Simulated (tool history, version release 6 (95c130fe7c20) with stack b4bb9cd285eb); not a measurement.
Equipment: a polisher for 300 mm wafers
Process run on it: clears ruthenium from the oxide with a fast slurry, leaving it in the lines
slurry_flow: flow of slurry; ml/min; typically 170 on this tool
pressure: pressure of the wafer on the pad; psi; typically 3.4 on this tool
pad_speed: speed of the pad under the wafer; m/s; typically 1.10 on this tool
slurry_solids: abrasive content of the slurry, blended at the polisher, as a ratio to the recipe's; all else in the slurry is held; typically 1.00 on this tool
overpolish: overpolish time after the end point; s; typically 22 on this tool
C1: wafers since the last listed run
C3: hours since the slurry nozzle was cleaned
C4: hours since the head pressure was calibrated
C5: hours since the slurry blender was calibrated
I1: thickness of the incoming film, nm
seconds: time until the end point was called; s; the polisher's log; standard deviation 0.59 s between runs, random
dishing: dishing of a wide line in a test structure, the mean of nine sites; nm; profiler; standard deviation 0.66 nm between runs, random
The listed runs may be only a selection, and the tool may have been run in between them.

run 1 hour=0.0 | slurry_flow=170 pressure=3.4 pad_speed=1.10 slurry_solids=1.00 overpolish=22 | C1=0 wafers_polished_on_this_pad=80 C3=289.5 C4=123.5 C5=494.6 | I1=291.8 | seconds=56.0 dishing=40.3
-- hour=19.0 slurry blender recalibrated
run 2 hour=27.4 | slurry_flow=155 pressure=3.4 pad_speed=1.10 slurry_solids=1.00 overpolish=22 | C1=389 wafers_polished_on_this_pad=469 C3=316.9 C4=150.9 C5=8.4 | I1=283.6 | seconds=49.1 dishing=42.4
run 3 hour=84.5 | slurry_flow=125 pressure=3.4 pad_speed=1.10 slurry_solids=1.00 overpolish=22 | C1=875 wafers_polished_on_this_pad=1345 C3=374.0 C4=208.0 C5=65.5 | I1=288.8 | seconds=52.9 dishing=42.0
run 4 hour=129.5 | slurry_flow=125 pressure=3.4 pad_speed=1.10 slurry_solids=1.00 overpolish=22 | C1=690 wafers_polished_on_this_pad=2035 C3=419.0 C4=253.0 C5=110.5 | I1=294.1 | seconds=54.7 dishing=41.5
-- hour=197.8 slurry nozzle cleaned
run 5 hour=333.5 | slurry_flow=125 pressure=2.6 pad_speed=1.10 slurry_solids=1.00 overpolish=22 | C1=3113 wafers_polished_on_this_pad=5149 C3=135.7 C4=457.0 C5=314.5 | I1=288.3 | seconds=75.4 dishing=37.6
run 6 hour=367.0 | slurry_flow=125 pressure=2.6 pad_speed=1.10 slurry_solids=1.00 overpolish=22 | C1=513 wafers_polished_on_this_pad=5663 C3=169.2 C4=490.5 C5=348.0 | I1=290.6 | seconds=76.5 dishing=37.7
run 7 hour=396.0 | slurry_flow=215 pressure=2.4 pad_speed=1.10 slurry_solids=1.15 overpolish=14 | C1=444 wafers_polished_on_this_pad=6108 C3=198.2 C4=519.5 C5=377.0 | I1=287.9 | seconds=70.0 dishing=31.4
-- hour=399.6 head pressure recalibrated
run 8 hour=456.9 | slurry_flow=170 pressure=3.4 pad_speed=1.10 slurry_solids=1.00 overpolish=22 | C1=903 wafers_polished_on_this_pad=7011 C3=259.1 C4=57.3 C5=437.9 | I1=290.0 | seconds=57.3 dishing=41.2
-- hour=464.7 slurry blender recalibrated
run 9 hour=490.6 | slurry_flow=170 pressure=3.9 pad_speed=1.10 slurry_solids=1.25 overpolish=14 | C1=486 wafers_polished_on_this_pad=7497 C3=292.8 C4=91.0 C5=25.9 | I1=289.6 | seconds=38.7 dishing=41.8
-- hour=503.9 worn pad replaced by a new one
run 10 hour=539.2 | slurry_flow=210 pressure=2.8 pad_speed=1.10 slurry_solids=1.00 overpolish=16 | C1=684 wafers_polished_on_this_pad=540 C3=341.4 C4=139.6 C5=74.5 | I1=287.5 | seconds=59.5 dishing=37.3
run 11 hour=587.5 | slurry_flow=170 pressure=2.8 pad_speed=0.98 slurry_solids=0.80 overpolish=22 | C1=740 wafers_polished_on_this_pad=1281 C3=389.7 C4=187.9 C5=122.8 | I1=286.7 | seconds=77.7 dishing=38.4
run 12 hour=638.7 | slurry_flow=170 pressure=4.1 pad_speed=1.10 slurry_solids=1.00 overpolish=22 | C1=785 wafers_polished_on_this_pad=2067 C3=440.9 C4=239.1 C5=174.0 | I1=288.5 | seconds=43.6 dishing=43.3
-- hour=647.7 slurry nozzle cleaned
run 13 hour=692.6 | slurry_flow=135 pressure=2.9 pad_speed=1.10 slurry_solids=1.00 overpolish=22 | C1=811 wafers_polished_on_this_pad=2878 C3=44.9 C4=293.0 C5=227.9 | I1=296.5 | seconds=66.4 dishing=39.3
run 14 hour=745.4 | slurry_flow=170 pressure=2.6 pad_speed=1.10 slurry_solids=1.00 overpolish=22 | C1=809 wafers_polished_on_this_pad=3688 C3=97.7 C4=345.8 C5=280.7 | I1=291.4 | seconds=71.4 dishing=38.9
run 15 hour=793.5 | slurry_flow=225 pressure=3.4 pad_speed=1.10 slurry_solids=0.90 overpolish=22 | C1=737 wafers_polished_on_this_pad=4426 C3=145.8 C4=393.9 C5=328.8 | I1=290.8 | seconds=57.8 dishing=40.6
run 16 hour=865.0 | slurry_flow=170 pressure=3.4 pad_speed=1.10 slurry_solids=1.00 overpolish=22 | C1=1096 wafers_polished_on_this_pad=5522 C3=217.3 C4=465.4 C5=400.3 | I1=289.2 | seconds=56.4 dishing=40.6
run 17 hour=906.9 | slurry_flow=170 pressure=3.4 pad_speed=1.10 slurry_solids=1.00 overpolish=22 | C1=642 wafers_polished_on_this_pad=6165 C3=259.2 C4=507.3 C5=442.2 | I1=290.7 | seconds=56.3 dishing=40.1
run 18 hour=937.5 | slurry_flow=170 pressure=3.4 pad_speed=1.10 slurry_solids=1.00 overpolish=22 | C1=469 wafers_polished_on_this_pad=6634 C3=289.8 C4=537.9 C5=472.8 | I1=293.5 | seconds=56.2 dishing=41.0
-- hour=958.6 worn pad replaced by a new one
-- hour=978.2 head pressure recalibrated
-- hour=990.7 slurry blender recalibrated
run 19 hour=1008.7 | slurry_flow=170 pressure=3.4 pad_speed=0.98 slurry_solids=0.70 overpolish=19 | C1=969 wafers_polished_on_this_pad=706 C3=361.0 C4=30.5 C5=18.0 | I1=288.4 | seconds=66.5 dishing=37.0
run 20 hour=1059.9 | slurry_flow=150 pressure=3.4 pad_speed=1.10 slurry_solids=1.00 overpolish=22 | C1=785 wafers_polished_on_this_pad=1492 C3=412.2 C4=81.7 C5=69.2 | I1=287.6 | seconds=52.3 dishing=42.2
run 21 hour=1111.7 | slurry_flow=225 pressure=2.7 pad_speed=1.10 slurry_solids=1.10 overpolish=22 | C1=794 wafers_polished_on_this_pad=2286 C3=464.0 C4=133.5 C5=121.0 | I1=288.6 | seconds=59.1 dishing=40.2
-- hour=1118.7 slurry nozzle cleaned
run 22 hour=1170.8 | slurry_flow=205 pressure=2.3 pad_speed=0.76 slurry_solids=1.00 overpolish=9 | C1=891 wafers_polished_on_this_pad=3178 C3=52.1 C4=192.6 C5=180.1 | I1=287.9 | seconds=101.5 dishing=20.1
run 23 hour=1344.5 | slurry_flow=145 pressure=2.6 pad_speed=1.10 slurry_solids=1.00 overpolish=22 | C1=2664 wafers_polished_on_this_pad=5842 C3=225.8 C4=366.3 C5=353.8 | I1=290.4 | seconds=74.2 dishing=38.1

Run 24 comes next. What will it give?
run 24 hour=1400.5 | slurry_flow=170 pressure=3.4 pad_speed=1.10 slurry_solids=1.20 overpolish=22 | C1=858 wafers_polished_on_this_pad=6701 C3=281.8 C4=422.3 C5=409.8 | I1=288.9 | seconds=? dishing=?

seconds: 50.8 s
dishing: 40.5 nm
Without the tool's hidden state the same run would have given seconds 44.0 s, dishing 41.3 nm.

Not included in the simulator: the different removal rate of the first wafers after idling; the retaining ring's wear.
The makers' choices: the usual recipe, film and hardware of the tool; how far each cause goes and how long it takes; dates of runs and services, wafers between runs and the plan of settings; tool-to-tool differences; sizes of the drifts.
